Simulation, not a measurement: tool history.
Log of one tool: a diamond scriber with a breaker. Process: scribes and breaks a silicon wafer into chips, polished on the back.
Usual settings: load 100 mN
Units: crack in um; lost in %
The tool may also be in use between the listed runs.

run,hour,load,"incoming depth of the damage left on the back of the incoming wafer, um",crack,lost
1,0,100,0.02,9.9,15.35
2,12,100,0.03,9.97,17.68
3,19.4,100,0.01,9.98,16.64
4,32.4,107,0.02,10.55,7.55
5,43.4,107,0.03,10.65,10.1
6,60.6,107,0.02,10.47,9.55
7,69.2,115,0.03,11.17,3.39
8,81,115,0.01,11.13,4.23
9,90,115,0.03,11.28,3.63
10,105.9,124,0.04,11.73,0.88
11,114.7,124,0.04,11.68,0.91
12,129.2,100,0.01,9.8,18.68
13,140.2,100,0.05,9.64,17.89
14,151.6,100,0.04,9.57,20.43
# hour 155.5: load on the tip recalibrated
15,167.4,100,0.03,9.42,18.09
16,174.3,78,0.05,7.53,65.32
17,183.4,125,0.04,11.87,1.43
18,189.5,113,0.04,10.74,6.91
19,201.5,86,0.02,8.36,45.96
20,213.1,86,0.04,8.3,43.84
21,220.4,71,0.02,6.74,77.84
22,232.2,116,0.04,10.76,6.12
23,245.9,108,0.03,10.08,13.8
24,280.4,130,0.02,11.81,0.98
# hour 290.1: diamond tip replaced by a new one
25,293.6,100,0.02,11.91,0.88
26,308.5,100,0.04,11.94,0.9
27,322.5,88,0.02,10.46,10.57
28,334.1,100,0.01,11.88,0.91
29,349.3,110,0.05,12.75,1.78
30,361.8,100,0.04,11.79,1.1
31,376.4,100,0.02,11.77,1.15

5 ways to go on from here, each from the tool as it stands after run 31. What would each give?
A,377.1,100,0.02,?,?
B,377.1,120,0.02,?,?
C,377.1,77,0.02,?,?
D,377.1,112,0.02,?,?
E,377.1,92,0.02,?,?

run,crack,lost
A,11.56,1.21
B,13.59,6.95
C,8.98,30.98
D,12.8,2.33
E,10.7,6.12
Without the tool's hidden state the same runs would have given:
run,crack,lost
A,12.01,0.6
B,14.12,11.17
C,9.33,24.55
D,13.29,4.92
E,11.11,3.13
